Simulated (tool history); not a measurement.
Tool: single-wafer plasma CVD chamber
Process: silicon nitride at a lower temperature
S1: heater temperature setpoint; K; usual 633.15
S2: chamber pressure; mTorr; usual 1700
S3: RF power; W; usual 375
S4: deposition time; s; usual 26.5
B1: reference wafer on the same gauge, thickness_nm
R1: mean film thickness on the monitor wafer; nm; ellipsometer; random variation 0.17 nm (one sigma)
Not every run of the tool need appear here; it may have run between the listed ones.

| run | hour | S1 | S2 | S3 | S4 | B1 | R1 |
|---|---|---|---|---|---|---|---|
| 1 | 0 | 633.15 | 1700 | 375 | 26.5 | 35.927 | 36.691 |
| 2 | 27.7 | 633.15 | 1700 | 375 | 26.5 | 35.931 | 36.392 |
|  | 36.3 | gauge calibrated |
| 3 | 60.5 | 633.15 | 1980 | 375 | 26.5 | 35.905 | 39.03 |
| 4 | 73.6 | 633.15 | 1570 | 375 | 26.5 | 35.89 | 35.547 |
| 5 | 102 | 633.15 | 1570 | 375 | 26.5 | 35.957 | 35.353 |
| 6 | 117.9 | 633.15 | 1700 | 375 | 26.5 | 35.891 | 36.571 |
| 7 | 147.3 | 646.15 | 1700 | 375 | 29.1 | 35.856 | 39.974 |
| 8 | 171.5 | 644.15 | 1890 | 435 | 24.6 | 35.895 | 40.27 |
| 9 | 192.5 | 633.15 | 1430 | 375 | 26.5 | 35.947 | 33.785 |
| 10 | 208.3 | 633.15 | 1700 | 375 | 26.5 | 35.906 | 36.227 |
| 11 | 239.1 | 626.15 | 1440 | 440 | 24.3 | 35.865 | 36.275 |
| 12 | 266.5 | 633.15 | 1830 | 375 | 29.3 | 35.948 | 41.493 |
|  | 285.3 | capacitance manometer re-zeroed and calibrated |
| 13 | 285.8 | 633.15 | 2060 | 405 | 26.5 | 35.881 | 43.451 |
| 14 | 302.8 | 618.15 | 2050 | 400 | 24.3 | 35.955 | 39.12 |
|  | 316.6 | showerhead replaced |
| 15 | 317.1 | 626.15 | 1700 | 375 | 21.2 | 35.921 | 30.112 |
|  | 331.5 | RF generator calibrated |
| 16 | 334 | 647.15 | 1580 | 335 | 23.8 | 35.877 | 29.308 |
| 17 | 358.2 | 633.15 | 1700 | 375 | 26.5 | 35.921 | 37.886 |
| 18 | 371.2 | 633.15 | 1520 | 375 | 26.5 | 35.861 | 36.035 |
| 19 | 383.8 | 620.15 | 1700 | 375 | 26.5 | 35.931 | 37.662 |
| 20 | 413.1 | 633.15 | 1860 | 375 | 31.6 | 35.95 | 46.289 |
| 21 | 439.1 | 642.15 | 1460 | 320 | 25.1 | 35.892 | 28.094 |
| 22 | 491.5 | 633.15 | 1700 | 445 | 26.5 | 35.871 | 43.352 |
| 23 | 507.8 | 623.15 | 1700 | 300 | 26.5 | 35.931 | 29.436 |
| 24 | 530.7 | 623.15 | 2050 | 375 | 26.5 | 35.926 | 40.459 |
| 25 | 554.2 | 639.15 | 1300 | 350 | 26.5 | 35.899 | 31.188 |
| 26 | 567.9 | 644.15 | 1440 | 335 | 24.4 | 35.89 | 28.563 |
| 27 | 588.8 | 645.15 | 1860 | 375 | 26.5 | 35.968 | 38.48 |
| 28 | 619.6 | 641.15 | 1440 | 375 | 26.5 | 35.876 | 34.864 |
| 29 | 651.7 | 633.15 | 1700 | 375 | 26.5 | 35.918 | 37.528 |

Here are 4 independent what-if runs from the current tool condition. What would each one return?
| A | 652.1 | 633.15 | 1700 | 375 | 26.5 | ? | ? |
| B | 652.1 | 633.15 | 2030 | 445 | 24.3 | ? | ? |
| C | 652.1 | 637.15 | 1890 | 375 | 26.5 | ? | ? |
| D | 652.1 | 633.15 | 1700 | 375 | 31.7 | ? | ? |

| run | B1 | R1 |
|---|---|---|
| A | 35.953 | 37.464 |
| B | 35.953 | 42.608 |
| C | 35.953 | 38.936 |
| D | 35.953 | 44.797 |
Had the tool no hidden state, the same runs would have come out as:
| run | R1 |
|---|---|
| A | 37.613 |
| B | 42.767 |
| C | 39.084 |
| D | 44.975 |
